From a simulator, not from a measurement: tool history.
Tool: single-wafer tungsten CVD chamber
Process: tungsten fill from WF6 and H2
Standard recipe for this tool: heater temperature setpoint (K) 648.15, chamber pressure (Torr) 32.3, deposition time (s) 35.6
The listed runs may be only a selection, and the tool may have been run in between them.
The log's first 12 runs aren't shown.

| run | hour | heater temperature setpoint (K) | chamber pressure (Torr) | deposition time (s) | wafers since the last listed run | hours since the last thermocouple change | hours since the last manometer calibration | hours since the showerhead was replaced | hours since the gauge calibration | read-back reference wafer on the same gauge, thickness_nm | mean film thickness on the monitor wafer (angstrom) |
|---|---|---|---|---|---|---|---|---|---|---|---|
| 13 | 570.2 | 648.15 | 35.3 | 35.6 | 671 | 176.6 | 1452.1 | 57.1 | 1046.5 | 57.988 | 605.24 |
| 14 | 634.3 | 648.15 | 32.3 | 35.6 | 760 | 240.7 | 1516.2 | 121.2 | 1110.6 | 57.974 | 578.03 |
| 15 | 695.7 | 648.15 | 32.3 | 35.6 | 728 | 302.1 | 1577.6 | 182.6 | 1172 | 58.031 | 578.99 |
| 16 | 754.4 | 641.15 | 25 | 35.6 | 696 | 360.8 | 1636.3 | 241.3 | 1230.7 | 58.002 | 442.87 |
| 17 | 810 | 654.15 | 32.3 | 35.6 | 659 | 416.4 | 1691.9 | 296.9 | 1286.3 | 58.026 | 661.02 |
| 18 | 839.1 | 648.15 | 32.3 | 35.6 | 345 | 445.5 | 1721 | 326 | 1315.4 | 58.038 | 580.56 |
| 19 | 900.2 | 652.15 | 32.3 | 29.9 | 725 | 506.6 | 1782.1 | 387.1 | 1376.5 | 58.013 | 527.36 |
| 20 | 940.8 | 642.15 | 35.8 | 41.1 | 481 | 547.2 | 1822.7 | 427.7 | 1417.1 | 58.05 | 614.53 |
| 21 | 971.9 | 638.15 | 35.1 | 35.6 | 369 | 578.3 | 1853.8 | 458.8 | 1448.2 | 57.951 | 483.51 |
| 22 | 1006.8 | 648.15 | 32.3 | 35.6 | 414 | 613.2 | 1888.7 | 493.7 | 1483.1 | 58.03 | 578.63 |
|  | 1019.2 | capacitance manometer re-zeroed and calibrated |
|  | 1032.7 | gauge calibrated |
| 23 | 1048.8 | 648.15 | 32.3 | 35.6 | 403 | 655.2 | 29.6 | 535.7 | 16.1 | 58.031 | 578.6 |
| 24 | 1079.7 | 648.15 | 37.4 | 35.6 | 366 | 686.1 | 60.5 | 566.6 | 47 | 57.994 | 621.85 |
| 25 | 1115.2 | 644.15 | 26.9 | 38.7 | 421 | 721.6 | 96 | 602.1 | 82.5 | 57.981 | 530.37 |
| 26 | 1180.1 | 648.15 | 32.3 | 35.6 | 770 | 786.5 | 160.9 | 667 | 147.4 | 58.052 | 577.87 |
| 27 | 1219.4 | 648.15 | 32.3 | 35.6 | 466 | 825.8 | 200.2 | 706.3 | 186.7 | 58.015 | 582.07 |
| 28 | 1281.4 | 635.15 | 39.4 | 40.4 | 735 | 887.8 | 262.2 | 768.3 | 248.7 | 58.05 | 542.92 |
| 29 | 1317.3 | 648.15 | 32.3 | 35.6 | 426 | 923.7 | 298.1 | 804.2 | 284.6 | 58.016 | 582.19 |
| 30 | 1358.2 | 637.15 | 29.8 | 41.8 | 485 | 964.6 | 339 | 845.1 | 325.5 | 58.059 | 514.66 |
| 31 | 1407.4 | 635.15 | 26.9 | 35.6 | 584 | 1013.8 | 388.2 | 894.3 | 374.7 | 57.989 | 399.9 |
| 32 | 1586.6 | 635.15 | 38.2 | 35.6 | 2127 | 1193 | 567.4 | 1073.5 | 553.9 | 57.955 | 472.04 |
|  | 1708.8 | thermocouple changed; heater temperature recalibrated |
| 33 | 1793.4 | 648.15 | 35.9 | 31.7 | 2359 | 84.6 | 774.2 | 1280.3 | 760.7 | 58.009 | 545.02 |
| 34 | 1839.3 | 636.15 | 32.3 | 35.6 | 544 | 130.5 | 820.1 | 1326.2 | 806.6 | 57.961 | 445.93 |

Predict each of these 4 candidate next runs independently; none follows another, all start after run 34:
| A | 1839.7 | 637.15 | 32.3 | 35.6 | 4 | 130.9 | 820.5 | 1326.6 | 807 | ? | ? |
| B | 1839.7 | 661.15 | 37.1 | 41.1 | 4 | 130.9 | 820.5 | 1326.6 | 807 | ? | ? |
| C | 1839.7 | 642.15 | 27.7 | 32.2 | 4 | 130.9 | 820.5 | 1326.6 | 807 | ? | ? |
| D | 1839.7 | 653.15 | 32.3 | 38.7 | 4 | 130.9 | 820.5 | 1326.6 | 807 | ? | ? |

| run | read-back reference wafer on the same gauge, thickness_nm | mean film thickness on the monitor wafer (angstrom) |
|---|---|---|
| A | 58.008 | 455.3 |
| B | 58.008 | 938.29 |
| C | 58.008 | 427.89 |
| D | 58.008 | 701.72 |
What these runs would have given with no unlogged condition in the tool:
| run | mean film thickness on the monitor wafer (angstrom) |
|---|---|
| A | 455.3 |
| B | 938.29 |
| C | 427.89 |
| D | 701.72 |
